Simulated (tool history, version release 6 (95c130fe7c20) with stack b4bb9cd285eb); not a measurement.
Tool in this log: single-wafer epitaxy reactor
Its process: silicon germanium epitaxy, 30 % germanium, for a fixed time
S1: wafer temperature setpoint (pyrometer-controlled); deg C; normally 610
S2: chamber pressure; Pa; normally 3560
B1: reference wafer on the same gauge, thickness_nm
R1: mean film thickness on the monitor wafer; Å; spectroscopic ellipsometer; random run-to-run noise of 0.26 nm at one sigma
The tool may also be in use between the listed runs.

Run 1, hour 0: usual settings; B1 91.015. Result: R1 816.51 Å.
Run 2, hour 41.6: usual settings; B1 90.888. Result: R1 817.69 Å.
Run 3, hour 133.8: usual settings; B1 90.892. Result: R1 812.45 Å.
Run 4, hour 231.4: usual settings; B1 90.929. Result: R1 817.83 Å.
Run 5, hour 322.7: usual settings; B1 90.962. Result: R1 817.04 Å.
Run 6, hour 411: usual settings; B1 90.805. Result: R1 824.35 Å.
Run 7, hour 495.4: usual settings; B1 90.924. Result: R1 815.06 Å.
Run 8, hour 539.6: usual settings; B1 90.973. Result: R1 819.98 Å.
At hour 572.2: gauge calibrated.
At hour 732.7: capacitance manometer re-zeroed and calibrated.
Run 9, hour 756.3: usual settings but S1 604 deg C, S2 3066 Pa; B1 90.761. Result: R1 683.47 Å.
At hour 828.5: pyrometer calibrated.
Run 10, hour 844.4: usual settings but S1 599 deg C, S2 4400 Pa; B1 90.901. Result: R1 740.96 Å.
Run 11, hour 918.8: usual settings but S1 604 deg C, S2 2826 Pa; B1 91.019. Result: R1 661.25 Å.
Run 12, hour 980.7: usual settings; B1 90.884. Result: R1 804.64 Å.
At hour 1027: showerhead replaced.
Run 13, hour 1066.3: usual settings; B1 90.982. Result: R1 808.19 Å.
Run 14, hour 1145.8: usual settings but S1 604 deg C, S2 4200 Pa; B1 91.006. Result: R1 790.56 Å.
Run 15, hour 1214.8: usual settings but S1 606 deg C, S2 2680 Pa; B1 90.971. Result: R1 679.14 Å.
Run 16, hour 1257.3: usual settings but S1 599 deg C, S2 2840 Pa; B1 90.968. Result: R1 623.3 Å.
Run 17, hour 1326.5: usual settings but S1 596 deg C, S2 4280 Pa; B1 90.927. Result: R1 705.13 Å.

Below are 5 alternative next runs, each starting from the tool's condition after run 17. Predict each:
Run A, hour 1326.9: usual settings but S2 4093 Pa; B1 ?. Result: R1 ?.
Run B, hour 1326.9: usual settings but S1 597 deg C, S2 3906 Pa; B1 ?. Result: R1 ?.
Run C, hour 1326.9: usual settings but S1 615 deg C, S2 4373 Pa; B1 ?. Result: R1 ?.
Run D, hour 1326.9: usual settings but S1 617 deg C, S2 4386 Pa; B1 ?. Result: R1 ?.
Run E, hour 1326.9: usual settings but S1 598 deg C, S2 4120 Pa; B1 ?. Result: R1 ?.

run      B1      R1
  A  91.025  862.84
  B  91.025  687.72
  C  91.025  959.61
  D  91.025  991.15
  E  91.025  714.92
With the hidden condition removed and each run's random variation left untouched, the same runs would have given:
run      R1
  A  837.84
  B  667.79
  C  931.81
  D  962.44
  E  694.21
